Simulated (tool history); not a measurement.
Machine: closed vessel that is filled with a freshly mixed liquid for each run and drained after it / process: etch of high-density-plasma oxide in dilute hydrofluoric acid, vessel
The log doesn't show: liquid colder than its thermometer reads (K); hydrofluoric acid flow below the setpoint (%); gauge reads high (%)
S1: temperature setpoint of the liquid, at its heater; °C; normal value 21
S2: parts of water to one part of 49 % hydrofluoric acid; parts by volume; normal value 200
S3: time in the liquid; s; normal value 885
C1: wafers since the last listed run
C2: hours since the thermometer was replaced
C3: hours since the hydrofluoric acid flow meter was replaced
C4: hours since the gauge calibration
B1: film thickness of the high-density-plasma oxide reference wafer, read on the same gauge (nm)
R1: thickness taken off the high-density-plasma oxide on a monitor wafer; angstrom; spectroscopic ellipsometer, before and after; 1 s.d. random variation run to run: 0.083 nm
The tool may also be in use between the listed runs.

Run 1, hour 0: usual settings but S1 17.5 °C, S3 1110 s; C1 0; C2 2480.5; C3 510; C4 148.9; B1 69.99. Result: R1 168.9 angstrom.
Run 2, hour 6.5: usual settings but S1 17.5 °C, S3 1110 s; C1 323; C2 2487; C3 516.5; C4 155.4; B1 69.99. Result: R1 169.1 angstrom.
Run 3, hour 22.6: usual settings but S1 17.5 °C, S3 1110 s; C1 802; C2 2503.1; C3 532.6; C4 171.5; B1 70. Result: R1 168.4 angstrom.
Run 4, hour 29.5: usual settings but S3 650 s; C1 343; C2 2510; C3 539.5; C4 178.4; B1 69.99. Result: R1 112.3 angstrom.
Run 5, hour 45.5: usual settings; C1 797; C2 2526; C3 555.5; C4 194.4; B1 69.99. Result: R1 152.9 angstrom.
Run 6, hour 58.7: usual settings; C1 657; C2 2539.2; C3 568.7; C4 207.6; B1 69.99. Result: R1 152.7 angstrom.
Run 7, hour 75.9: usual settings; C1 856; C2 2556.4; C3 585.9; C4 224.8; B1 70. Result: R1 151.7 angstrom.
Run 8, hour 83.1: usual settings; C1 358; C2 2563.6; C3 593.1; C4 232; B1 70. Result: R1 151.1 angstrom.
At hour 88.5: thermometer replaced.
Run 9, hour 98: usual settings; C1 692; C2 9.5; C3 608; C4 246.9; B1 70.01. Result: R1 149.7 angstrom.
Run 10, hour 104.4: usual settings; C1 318; C2 15.9; C3 614.4; C4 253.3; B1 69.99. Result: R1 151.5 angstrom.
Run 11, hour 112.6: usual settings but S1 24.5 °C; C1 408; C2 24.1; C3 622.6; C4 261.5; B1 70. Result: R1 171.6 angstrom.
Run 12, hour 123.3: usual settings but S2 265 parts by volume; C1 533; C2 34.8; C3 633.3; C4 272.2; B1 70.01. Result: R1 106.5 angstrom.
Run 13, hour 139.5: usual settings but S2 265 parts by volume; C1 807; C2 51; C3 649.5; C4 288.4; B1 69.99. Result: R1 106 angstrom.
Run 14, hour 145.7: usual settings but S1 23.5 °C, S2 125 parts by volume, S3 615 s; C1 308; C2 57.2; C3 655.7; C4 294.6; B1 69.99. Result: R1 201.1 angstrom.
Run 15, hour 155.7: usual settings but S1 17 °C, S2 150 parts by volume, S3 1110 s; C1 498; C2 67.2; C3 665.7; C4 304.6; B1 69.99. Result: R1 226.4 angstrom.
At hour 170.7: gauge calibrated.
Run 16, hour 172.3: usual settings but S2 270 parts by volume; C1 827; C2 83.8; C3 682.3; C4 1.6; B1 70. Result: R1 102.4 angstrom.
At hour 177.2: hydrofluoric acid flow meter replaced.
Run 17, hour 186.8: usual settings but S1 18 °C, S3 565 s; C1 672; C2 98.3; C3 9.6; C4 16.1; B1 69.99. Result: R1 97.3 angstrom.
Run 18, hour 200.1: usual settings; C1 662; C2 111.6; C3 22.9; C4 29.4; B1 70.01. Result: R1 171.2 angstrom.
Run 19, hour 210.3: usual settings but S1 19.5 °C, S2 110 parts by volume, S3 715 s; C1 508; C2 121.8; C3 33.1; C4 39.6; B1 70. Result: R1 259.8 angstrom.
Run 20, hour 220.9: usual settings but S1 17 °C, S2 105 parts by volume, S3 670 s; C1 528; C2 132.4; C3 43.7; C4 50.2; B1 70. Result: R1 229.7 angstrom.
Run 21, hour 227.6: usual settings but S2 135 parts by volume, S3 1380 s; C1 333; C2 139.1; C3 50.4; C4 56.9; B1 69.99. Result: R1 415.9 angstrom.
Run 22, hour 235.7: usual settings; C1 403; C2 147.2; C3 58.5; C4 65; B1 70. Result: R1 171 angstrom.
Run 23, hour 253.4: usual settings but S1 18 °C, S2 140 parts by volume, S3 1140 s; C1 881; C2 164.9; C3 76.2; C4 82.7; B1 70.01. Result: R1 294.7 angstrom.
Run 24, hour 266.2: usual settings; C1 637; C2 177.7; C3 89; C4 95.5; B1 70. Result: R1 169.4 angstrom.
Run 25, hour 280.3: usual settings but S1 19.5 °C, S2 230 parts by volume; C1 702; C2 191.8; C3 103.1; C4 109.6; B1 70.02. Result: R1 135 angstrom.

Here are 4 independent what-if runs from the current tool condition. What would each one return?
Run A, hour 281.2: usual settings but S1 17 °C; C1 44; C2 192.7; C3 104; C4 110.5; B1 ?. Result: R1 ?.
Run B, hour 281.2: usual settings but S2 255 parts by volume; C1 44; C2 192.7; C3 104; C4 110.5; B1 ?. Result: R1 ?.
Run C, hour 281.2: usual settings but S1 23 °C, S2 140 parts by volume, S3 1335 s; C1 44; C2 192.7; C3 104; C4 110.5; B1 ?. Result: R1 ?.
Run D, hour 281.2: usual settings but S1 19 °C, S2 120 parts by volume, S3 510 s; C1 44; C2 192.7; C3 104; C4 110.5; B1 ?. Result: R1 ?.

run     B1     R1
  A  70.01  144.5
  B  70.01  125.5
  C  70.01  419.4
  D  70.01    163
Without the tool's unlogged condition, the same runs would have read:
run     R1
  A  147.5
  B  128.2
  C  427.9
  D  166.2
